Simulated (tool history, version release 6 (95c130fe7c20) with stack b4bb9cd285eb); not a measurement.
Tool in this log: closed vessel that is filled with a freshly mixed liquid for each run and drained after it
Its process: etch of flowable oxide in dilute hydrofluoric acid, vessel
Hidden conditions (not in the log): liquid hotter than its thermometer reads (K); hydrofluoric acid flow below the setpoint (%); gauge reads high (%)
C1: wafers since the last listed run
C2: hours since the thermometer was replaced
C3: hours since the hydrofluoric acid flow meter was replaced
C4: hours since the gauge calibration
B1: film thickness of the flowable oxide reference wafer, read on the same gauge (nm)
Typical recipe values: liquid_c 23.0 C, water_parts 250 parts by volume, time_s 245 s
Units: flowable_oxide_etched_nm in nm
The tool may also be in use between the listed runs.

Run 1, day 0.000: usual settings but liquid_c 21.0 C; C1 0; C2 452.7; C3 180.1; C4 335.3; B1 110.01. Result: flowable_oxide_etched_nm 32.74 nm.
Run 2, day 2.292: usual settings but liquid_c 21.0 C; C1 5611; C2 507.7; C3 235.1; C4 390.3; B1 109.97. Result: flowable_oxide_etched_nm 32.69 nm.
Run 3, day 4.175: usual settings; C1 4611; C2 552.9; C3 280.3; C4 435.5; B1 110.02. Result: flowable_oxide_etched_nm 34.85 nm.
Run 4, day 6.117: usual settings; C1 4754; C2 599.5; C3 326.9; C4 482.1; B1 109.98. Result: flowable_oxide_etched_nm 34.96 nm.
Run 5, day 8.421: usual settings; C1 5642; C2 654.8; C3 382.2; C4 537.4; B1 109.99. Result: flowable_oxide_etched_nm 34.54 nm.
Run 6, day 10.917: usual settings; C1 6111; C2 714.7; C3 442.1; C4 597.3; B1 110.00. Result: flowable_oxide_etched_nm 34.57 nm.
Run 7, day 13.304: usual settings; C1 5846; C2 772.0; C3 499.4; C4 654.6; B1 109.98. Result: flowable_oxide_etched_nm 34.92 nm.
Run 8, day 15.883: usual settings; C1 6315; C2 833.9; C3 561.3; C4 716.5; B1 109.99. Result: flowable_oxide_etched_nm 34.38 nm.
Run 9, day 17.112: usual settings; C1 3009; C2 863.4; C3 590.8; C4 746.0; B1 110.03. Result: flowable_oxide_etched_nm 34.47 nm.
Run 10, day 19.546: usual settings; C1 5958; C2 921.8; C3 649.2; C4 804.4; B1 110.00. Result: flowable_oxide_etched_nm 34.38 nm.
Run 11, day 21.200: usual settings; C1 4050; C2 961.5; C3 688.9; C4 844.1; B1 109.97. Result: flowable_oxide_etched_nm 34.19 nm.
At day 22.217: gauge calibrated.
Run 12, day 22.542: usual settings; C1 3285; C2 993.7; C3 721.1; C4 7.8; B1 109.98. Result: flowable_oxide_etched_nm 34.11 nm.
Run 13, day 24.271: usual settings but time_s 185 s; C1 4234; C2 1035.2; C3 762.6; C4 49.3; B1 110.00. Result: flowable_oxide_etched_nm 25.82 nm.
Run 14, day 27.175: usual settings but water_parts 370 parts by volume, time_s 195 s; C1 7111; C2 1104.9; C3 832.3; C4 119.0; B1 109.99. Result: flowable_oxide_etched_nm 16.16 nm.
Run 15, day 30.146: usual settings but water_parts 195 parts by volume, time_s 320 s; C1 7274; C2 1176.2; C3 903.6; C4 190.3; B1 110.03. Result: flowable_oxide_etched_nm 60.52 nm.
At day 31.758: hydrofluoric acid flow meter replaced.
Run 16, day 32.283: usual settings; C1 5131; C2 1227.5; C3 12.6; C4 241.6; B1 110.00. Result: flowable_oxide_etched_nm 35.53 nm.
Run 17, day 33.467: usual settings but time_s 380 s; C1 2897; C2 1255.9; C3 41.0; C4 270.0; B1 109.98. Result: flowable_oxide_etched_nm 54.91 nm.
Run 18, day 34.833: usual settings but water_parts 345 parts by volume, time_s 315 s; C1 3346; C2 1288.7; C3 73.8; C4 302.8; B1 110.00. Result: flowable_oxide_etched_nm 30.14 nm.
At day 36.046: thermometer replaced.
Run 19, day 36.592: usual settings but time_s 375 s; C1 4203; C2 13.1; C3 116.0; C4 345.0; B1 109.99. Result: flowable_oxide_etched_nm 54.45 nm.
Run 20, day 38.546: usual settings; C1 4785; C2 60.0; C3 162.9; C4 391.9; B1 110.01. Result: flowable_oxide_etched_nm 35.23 nm.
Run 21, day 41.129: usual settings but liquid_c 20.5 C, water_parts 300 parts by volume, time_s 205 s; C1 6325; C2 122.0; C3 224.9; C4 453.9; B1 109.97. Result: flowable_oxide_etched_nm 21.31 nm.
Run 22, day 42.596: usual settings but water_parts 285 parts by volume; C1 3591; C2 157.2; C3 260.1; C4 489.1; B1 110.01. Result: flowable_oxide_etched_nm 29.47 nm.
Run 23, day 44.308: usual settings but liquid_c 19.0 C, water_parts 310 parts by volume, time_s 375 s; C1 4193; C2 198.3; C3 301.2; C4 530.2; B1 109.99. Result: flowable_oxide_etched_nm 35.13 nm.
Run 24, day 46.188: usual settings but liquid_c 20.0 C, water_parts 190 parts by volume, time_s 115 s; C1 4601; C2 243.4; C3 346.3; C4 575.3; B1 110.00. Result: flowable_oxide_etched_nm 20.49 nm.
Run 25, day 47.254: usual settings but liquid_c 19.0 C, time_s 110 s; C1 2611; C2 269.0; C3 371.9; C4 600.9; B1 110.00. Result: flowable_oxide_etched_nm 13.52 nm.

Below, some changes in flowable_oxide_etched_nm between adjacent runs. For each, the amount present without the hidden state too (settings, incoming material, random variation) and the amount remaining for the hidden state with gauge scatter not shared by both compared results:
Run 14 -> 15: water_parts 370 -> 195, time_s 195 -> 320. flowable_oxide_etched_nm +44.36 nm: hidden state -2.13, all else +46.49.
Run 15 -> 16: water_parts 195 -> 250, time_s 320 -> 245, hydrofluoric acid flow meter replaced. flowable_oxide_etched_nm -24.99 nm: hidden state +2.90, all else -27.89.
